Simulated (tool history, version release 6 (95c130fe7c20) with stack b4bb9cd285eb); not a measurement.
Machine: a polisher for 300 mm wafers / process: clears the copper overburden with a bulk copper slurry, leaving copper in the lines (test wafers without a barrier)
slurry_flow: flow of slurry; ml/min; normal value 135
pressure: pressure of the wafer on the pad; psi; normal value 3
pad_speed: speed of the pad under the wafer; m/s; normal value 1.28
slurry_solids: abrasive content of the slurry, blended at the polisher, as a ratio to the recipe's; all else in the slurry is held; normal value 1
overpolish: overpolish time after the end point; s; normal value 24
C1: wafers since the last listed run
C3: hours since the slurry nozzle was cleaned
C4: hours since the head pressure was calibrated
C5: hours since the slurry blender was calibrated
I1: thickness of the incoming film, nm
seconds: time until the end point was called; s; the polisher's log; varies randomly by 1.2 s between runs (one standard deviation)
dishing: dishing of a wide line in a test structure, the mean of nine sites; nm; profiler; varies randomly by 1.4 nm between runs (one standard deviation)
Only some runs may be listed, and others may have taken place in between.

Run 1, day 0: usual settings; C1 0; wafers polished on this pad 52; C3 493.6; C4 323.9; C5 234.7; I1 899.5. Result: seconds 75 s, dishing 87.5 nm.
At day 0.488: slurry nozzle cleaned.
At day 0.775: slurry blender recalibrated.
Run 2, day 1.446: usual settings; C1 192; wafers polished on this pad 245; C3 23; C4 358.6; C5 16.1; I1 902.7. Result: seconds 69.3 s, dishing 90.3 nm.
Run 3, day 2.754: usual settings but pad_speed 1.14 m/s; C1 190; wafers polished on this pad 435; C3 54.4; C4 390; C5 47.5; I1 900.4. Result: seconds 76.2 s, dishing 86.1 nm.
Run 4, day 3.642: usual settings but pad_speed 1.14 m/s; C1 129; wafers polished on this pad 564; C3 75.7; C4 411.3; C5 68.8; I1 896.9. Result: seconds 76.9 s, dishing 85.5 nm.
Run 5, day 6.188: usual settings but pressure 3.5 psi; C1 370; wafers polished on this pad 935; C3 136.8; C4 472.4; C5 129.9; I1 909.7. Result: seconds 61.3 s, dishing 92.6 nm.
Run 6, day 6.892: usual settings but pressure 3.5 psi; C1 102; wafers polished on this pad 1037; C3 153.7; C4 489.3; C5 146.8; I1 901.4. Result: seconds 60.7 s, dishing 94.1 nm.
Run 7, day 7.396: usual settings but slurry_solids 0.85; C1 73; wafers polished on this pad 1111; C3 165.8; C4 501.4; C5 158.9; I1 898. Result: seconds 71.4 s, dishing 83.2 nm.
Run 8, day 8.767: usual settings but slurry_flow 95 ml/min, pressure 3.8 psi, slurry_solids 0.7; C1 199; wafers polished on this pad 1310; C3 198.7; C4 534.3; C5 191.8; I1 908.7. Result: seconds 65.4 s, dishing 93.9 nm.
At day 8.979: worn pad replaced by a new one.
Run 9, day 10.933: usual settings but slurry_flow 105 ml/min, pad_speed 0.86 m/s; C1 291; wafers polished on this pad 284; C3 250.7; C4 586.3; C5 243.8; I1 889.5. Result: seconds 115.7 s, dishing 73.7 nm.
At day 11.271: slurry blender recalibrated.
Run 10, day 12.288: usual settings but pressure 2.4 psi, pad_speed 1.14 m/s; C1 184; wafers polished on this pad 469; C3 283.2; C4 618.8; C5 24.4; I1 895.9. Result: seconds 105 s, dishing 75.6 nm.
Run 11, day 13.583: usual settings; C1 188; wafers polished on this pad 657; C3 314.3; C4 649.9; C5 55.5; I1 888.7. Result: seconds 71.9 s, dishing 86.8 nm.
Run 12, day 14.325: usual settings; C1 107; wafers polished on this pad 765; C3 332.1; C4 667.7; C5 73.3; I1 884.7. Result: seconds 73.3 s, dishing 86.8 nm.
Run 13, day 14.904: usual settings but pressure 3.6 psi, slurry_solids 0.75; C1 84; wafers polished on this pad 850; C3 346; C4 681.6; C5 87.2; I1 899.4. Result: seconds 65.4 s, dishing 91 nm.
Run 14, day 16.358: usual settings but pressure 3.7 psi, pad_speed 1.04 m/s; C1 211; wafers polished on this pad 1061; C3 380.9; C4 716.5; C5 122.1; I1 917. Result: seconds 75.4 s, dishing 87.8 nm.
At day 16.554: head pressure recalibrated.
At day 19.575: slurry blender recalibrated.
Run 15, day 19.596: usual settings but slurry_flow 95 ml/min, pressure 3.6 psi, overpolish 17 s; C1 446; wafers polished on this pad 1508; C3 458.6; C4 73; C5 0.5; I1 895.1. Result: seconds 70 s, dishing 82.1 nm.
At day 19.925: worn pad replaced by a new one.
Run 16, day 20.904: usual settings but slurry_flow 155 ml/min; C1 166; wafers polished on this pad 142; C3 490; C4 104.4; C5 31.9; I1 907.5. Result: seconds 75.3 s, dishing 85.6 nm.
Run 17, day 22.196: usual settings but slurry_flow 160 ml/min, pressure 2.3 psi, overpolish 18 s; C1 187; wafers polished on this pad 330; C3 521; C4 135.4; C5 62.9; I1 903.6. Result: seconds 96.1 s, dishing 70.8 nm.
At day 23.462: slurry nozzle cleaned.
Run 18, day 23.483: usual settings but pressure 3.9 psi, slurry_solids 0.85, overpolish 38 s; C1 181; wafers polished on this pad 511; C3 0.5; C4 166.3; C5 93.8; I1 889.1. Result: seconds 52.5 s, dishing 99.5 nm.
Run 19, day 24.583: usual settings but slurry_flow 170 ml/min, pad_speed 1.08 m/s, slurry_solids 0.85, overpolish 36 s; C1 160; wafers polished on this pad 671; C3 26.9; C4 192.7; C5 120.2; I1 889.2. Result: seconds 79.1 s, dishing 90.3 nm.
Run 20, day 25.271: usual settings but slurry_flow 95 ml/min, slurry_solids 0.9; C1 100; wafers polished on this pad 771; C3 43.4; C4 209.2; C5 136.7; I1 904.4. Result: seconds 74.3 s, dishing 84.7 nm.
Run 21, day 26.308: usual settings but slurry_flow 170 ml/min, pressure 2.2 psi, pad_speed 1.02 m/s; C1 150; wafers polished on this pad 922; C3 68.3; C4 234.1; C5 161.6; I1 895.4. Result: seconds 111.2 s, dishing 71.8 nm.
Run 22, day 26.9: usual settings; C1 86; wafers polished on this pad 1009; C3 82.5; C4 248.3; C5 175.8; I1 901. Result: seconds 72.2 s, dishing 87.9 nm.
Run 23, day 28.154: usual settings but pad_speed 0.88 m/s, overpolish 18 s; C1 182; wafers polished on this pad 1191; C3 112.6; C4 278.4; C5 205.9; I1 904.1. Result: seconds 103.1 s, dishing 69.6 nm.
Run 24, day 28.75: usual settings but slurry_flow 95 ml/min, pad_speed 1.12 m/s; C1 86; wafers polished on this pad 1278; C3 126.9; C4 292.7; C5 220.2; I1 913.3. Result: seconds 88.4 s, dishing 81.5 nm.
At day 29.696: slurry blender recalibrated.
Run 25, day 30.171: usual settings but slurry_flow 175 ml/min, pressure 2.1 psi, overpolish 17 s; C1 194; wafers polished on this pad 1472; C3 161; C4 326.8; C5 11.4; I1 911.1. Result: seconds 100.1 s, dishing 67 nm.
At day 30.408: worn pad replaced by a new one.
Run 26, day 31.6: usual settings but pressure 3.3 psi, pad_speed 1.64 m/s; C1 183; wafers polished on this pad 173; C3 195.3; C4 361.1; C5 45.7; I1 908.1. Result: seconds 51.7 s, dishing 93.8 nm.
Run 27, day 32.229: usual settings but pad_speed 1.52 m/s, overpolish 19 s; C1 91; wafers polished on this pad 264; C3 210.4; C4 376.2; C5 60.8; I1 896.2. Result: seconds 61.8 s, dishing 84.2 nm.
Run 28, day 33.508: usual settings but slurry_solids 0.85; C1 186; wafers polished on this pad 450; C3 241.1; C4 406.9; C5 91.5; I1 909.7. Result: seconds 76.3 s, dishing 85.7 nm.

Branching from run 28: 4 alternative next runs. What would each branch give?
Run A, day 33.529: usual settings; C1 3; wafers polished on this pad 453; C3 241.6; C4 407.4; C5 92; I1 903.8. Result: seconds ?, dishing ?.
Run B, day 33.529: usual settings but slurry_flow 110 ml/min; C1 3; wafers polished on this pad 453; C3 241.6; C4 407.4; C5 92; I1 903.8. Result: seconds ?, dishing ?.
Run C, day 33.529: usual settings but pressure 3.7 psi; C1 3; wafers polished on this pad 453; C3 241.6; C4 407.4; C5 92; I1 903.8. Result: seconds ?, dishing ?.
Run D, day 33.529: usual settings but slurry_flow 100 ml/min, pad_speed 1.56 m/s, slurry_solids 0.85; C1 3; wafers polished on this pad 453; C3 241.6; C4 407.4; C5 92; I1 903.8. Result: seconds ?, dishing ?.

run  seconds  dishing
  A     71.6     87.4
  B     75.9     86.3
  C     58.1     95.2
  D     65.6     88.8
Had the tool no hidden state, the same runs would have come out as:
run  seconds  dishing
  A     64.9       89
  B     67.5     88.4
  C     52.6     96.5
  D     57.8     90.6

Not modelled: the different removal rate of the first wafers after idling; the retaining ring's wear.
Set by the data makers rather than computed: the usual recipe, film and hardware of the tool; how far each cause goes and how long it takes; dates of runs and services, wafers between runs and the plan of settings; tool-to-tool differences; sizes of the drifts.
